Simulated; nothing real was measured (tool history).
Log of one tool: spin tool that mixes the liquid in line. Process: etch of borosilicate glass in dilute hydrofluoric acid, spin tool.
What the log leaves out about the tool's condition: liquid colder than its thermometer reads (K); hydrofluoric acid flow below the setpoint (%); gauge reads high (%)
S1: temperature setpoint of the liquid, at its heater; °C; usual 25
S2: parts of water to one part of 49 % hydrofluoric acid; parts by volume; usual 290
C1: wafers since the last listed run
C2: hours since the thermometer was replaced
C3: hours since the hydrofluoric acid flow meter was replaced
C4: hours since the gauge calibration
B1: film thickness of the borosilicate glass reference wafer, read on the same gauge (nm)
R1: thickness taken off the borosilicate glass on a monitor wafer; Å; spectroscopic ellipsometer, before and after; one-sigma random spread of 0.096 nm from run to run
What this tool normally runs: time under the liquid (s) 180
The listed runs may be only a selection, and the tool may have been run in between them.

Run 1, hour 0: usual settings but S2 195 parts by volume, time under the liquid (s) 235; C1 0; C2 1042.5; C3 39.4; C4 69; B1 29.99. Result: R1 241.2 Å.
Run 2, hour 65.5: usual settings but S2 195 parts by volume, time under the liquid (s) 235; C1 359; C2 1108; C3 104.9; C4 134.5; B1 30.01. Result: R1 242.8 Å.
Run 3, hour 97.2: usual settings; C1 174; C2 1139.7; C3 136.6; C4 166.2; B1 30.02. Result: R1 112.2 Å.
Run 4, hour 137: usual settings; C1 218; C2 1179.5; C3 176.4; C4 206; B1 30.04. Result: R1 112.5 Å.
Run 5, hour 163.4: usual settings; C1 145; C2 1205.9; C3 202.8; C4 232.4; B1 30.06. Result: R1 111.2 Å.
At hour 249.3: thermometer replaced.
Run 6, hour 294.6: usual settings; C1 715; C2 45.3; C3 334; C4 363.6; B1 30.02. Result: R1 118.9 Å.
Run 7, hour 347.5: usual settings; C1 290; C2 98.2; C3 386.9; C4 416.5; B1 30. Result: R1 115 Å.
Run 8, hour 405.7: usual settings; C1 319; C2 156.4; C3 445.1; C4 474.7; B1 29.98. Result: R1 116.5 Å.
Run 9, hour 429.8: usual settings; C1 132; C2 180.5; C3 469.2; C4 498.8; B1 30.03. Result: R1 117.9 Å.
Run 10, hour 476.2: usual settings but S2 360 parts by volume, time under the liquid (s) 135; C1 255; C2 226.9; C3 515.6; C4 545.2; B1 29.99. Result: R1 65.7 Å.
Run 11, hour 535.5: usual settings but S2 210 parts by volume; C1 325; C2 286.2; C3 574.9; C4 604.5; B1 29.94. Result: R1 174 Å.
Run 12, hour 568.8: usual settings but S2 215 parts by volume; C1 183; C2 319.5; C3 608.2; C4 637.8; B1 30.04. Result: R1 168.6 Å.
Run 13, hour 616.1: usual settings but S1 27 °C; C1 259; C2 366.8; C3 655.5; C4 685.1; B1 29.97. Result: R1 122.8 Å.
Run 14, hour 672.5: usual settings but S2 405 parts by volume; C1 309; C2 423.2; C3 711.9; C4 741.5; B1 30.03. Result: R1 74.1 Å.
Run 15, hour 726.5: usual settings but S1 27.5 °C, S2 340 parts by volume, time under the liquid (s) 115; C1 296; C2 477.2; C3 765.9; C4 795.5; B1 29.96. Result: R1 65 Å.
Run 16, hour 777.7: usual settings but S1 22.5 °C; C1 281; C2 528.4; C3 817.1; C4 846.7; B1 30. Result: R1 105.1 Å.
Run 17, hour 846.7: usual settings; C1 379; C2 597.4; C3 886.1; C4 915.7; B1 30.05. Result: R1 114.4 Å.
Run 18, hour 895: usual settings but S1 21 °C; C1 265; C2 645.7; C3 934.4; C4 964; B1 29.98. Result: R1 98.5 Å.

Run 19 is up next; what results do you expect?
Run 19, hour 921.8: usual settings but S2 330 parts by volume, time under the liquid (s) 80; C1 147; C2 672.5; C3 961.2; C4 990.8; B1 ?. Result: R1 ?.

B1: 29.99
R1: 42.6 Å
The same run, on a tool lacking any hidden state, would have yielded R1 44.1 Å.
